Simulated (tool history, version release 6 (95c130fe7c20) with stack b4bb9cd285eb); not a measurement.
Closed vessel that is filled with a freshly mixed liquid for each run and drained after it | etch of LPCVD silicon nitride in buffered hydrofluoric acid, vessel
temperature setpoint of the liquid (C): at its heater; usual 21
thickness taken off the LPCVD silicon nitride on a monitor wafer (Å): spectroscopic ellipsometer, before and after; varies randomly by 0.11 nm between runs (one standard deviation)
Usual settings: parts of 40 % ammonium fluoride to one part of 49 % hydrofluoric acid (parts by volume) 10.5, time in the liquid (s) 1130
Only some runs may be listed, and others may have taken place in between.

| run | day | temperature setpoint of the liquid (C) | parts of 40 % ammonium fluoride to one part of 49 % hydrofluoric acid (parts by volume) | time in the liquid (s) | wafers since the last listed run | hours since the thermometer was replaced | hours since the hydrofluoric acid flow meter was replaced | hours since the gauge calibration | read-back film thickness of the LPCVD silicon nitride reference wafer, read on the same gauge (nm) | thickness taken off the LPCVD silicon nitride on a monitor wafer (Å) |
|---|---|---|---|---|---|---|---|---|---|---|
| 1 | 0 | 21 | 10.5 | 1130 | 0 | 399.8 | 1559.9 | 50.4 | 40.01 | 140.7 |
| 2 | 0.458 | 22.5 | 10.5 | 1630 | 792 | 410.8 | 1570.9 | 61.4 | 40 | 223.1 |
| 3 | 0.792 | 21 | 10.5 | 1130 | 576 | 418.8 | 1578.9 | 69.4 | 40.02 | 141.5 |
| 4 | 1.425 | 21 | 10.5 | 1130 | 1095 | 434 | 1594.1 | 84.6 | 39.99 | 140 |
| 5 | 1.817 | 21 | 10.5 | 1130 | 677 | 443.4 | 1603.5 | 94 | 39.98 | 142.7 |
| 6 | 2.183 | 21 | 10.5 | 1355 | 633 | 452.2 | 1612.3 | 102.8 | 40 | 171.8 |
| 7 | 2.908 | 21 | 10.5 | 1355 | 1253 | 469.6 | 1629.7 | 120.2 | 40.01 | 169.2 |
| 8 | 3.312 | 21 | 10.5 | 1355 | 698 | 479.3 | 1639.4 | 129.9 | 40.03 | 169.8 |
| 9 | 3.938 | 21 | 10.5 | 1130 | 1080 | 494.3 | 1654.4 | 144.9 | 40.01 | 140.9 |
| 10 | 4.667 | 21 | 8 | 1130 | 1260 | 511.8 | 1671.9 | 162.4 | 40 | 182 |
| 11 | 5.092 | 21 | 8 | 1130 | 734 | 522 | 1682.1 | 172.6 | 40.02 | 181 |
| 12 | 5.4 | 21 | 10.5 | 1130 | 533 | 529.4 | 1689.5 | 180 | 40.01 | 139.7 |
| 13 | 5.912 | 21 | 10.5 | 760 | 886 | 541.7 | 1701.8 | 192.3 | 40.02 | 95.4 |
| 14 | 6.55 | 17 | 7.5 | 935 | 1102 | 557 | 1717.1 | 207.6 | 40 | 128.5 |
| 15 | 7.125 | 21 | 10.5 | 1130 | 994 | 570.8 | 1730.9 | 221.4 | 39.99 | 139.1 |
| 16 | 7.846 | 21 | 9 | 1130 | 1246 | 588.1 | 1748.2 | 238.7 | 39.99 | 159.4 |
| 17 | 8.496 | 22.5 | 6.5 | 1435 | 1123 | 603.7 | 1763.8 | 254.3 | 39.98 | 307.9 |
| 18 | 8.758 | 19 | 10.5 | 1130 | 453 | 610 | 1770.1 | 260.6 | 40.03 | 125.9 |
| 19 | 9.354 | 26 | 10.5 | 1405 | 1030 | 624.3 | 1784.4 | 274.9 | 39.98 | 231.2 |
|  | 9.842 | thermometer replaced |
| 20 | 9.862 | 23.5 | 9 | 1450 | 806 | 0.5 | 1796.6 | 287.1 | 40 | 233.2 |
|  | 10.25 | hydrofluoric acid flow meter replaced |
| 21 | 10.442 | 18.5 | 9 | 645 | 929 | 14.4 | 4.6 | 301 | 39.99 | 79.8 |
| 22 | 10.812 | 21 | 10.5 | 1130 | 641 | 23.3 | 13.5 | 309.9 | 40.01 | 141.9 |
| 23 | 11.138 | 21 | 13.5 | 1130 | 561 | 31.1 | 21.3 | 317.7 | 40.02 | 111.5 |
|  | 11.488 | gauge calibrated |
| 24 | 12.571 | 21 | 10.5 | 845 | 2478 | 65.5 | 55.7 | 26 | 39.98 | 104.7 |
| 25 | 13.142 | 17 | 9 | 1585 | 986 | 79.2 | 69.4 | 39.7 | 40.01 | 175 |
| 26 | 13.404 | 21 | 10.5 | 620 | 453 | 85.5 | 75.7 | 46 | 40.01 | 77.9 |
| 27 | 14.071 | 23 | 14 | 1370 | 1152 | 101.5 | 91.7 | 62 | 39.96 | 144.8 |
| 28 | 14.7 | 21 | 13 | 1130 | 1087 | 116.6 | 106.8 | 77.1 | 39.99 | 115.2 |
| 29 | 15.175 | 21 | 10.5 | 1130 | 821 | 128 | 118.2 | 88.5 | 40.01 | 141.4 |
| 30 | 15.475 | 18.5 | 9 | 645 | 518 | 135.2 | 125.4 | 95.7 | 40.01 | 78.7 |
| 31 | 16.15 | 21 | 10.5 | 1130 | 1167 | 151.4 | 141.6 | 111.9 | 39.97 | 142.9 |
| 32 | 16.871 | 18.5 | 8.5 | 1130 | 1246 | 168.7 | 158.9 | 129.2 | 39.99 | 147.3 |

Hidden state, per run?
liquid hotter than its thermometer reads (K): 0, the same for each run
hydrofluoric acid flow above the setpoint (%): 0, the same for each run
gauge reads high (%): 0, the same for each run
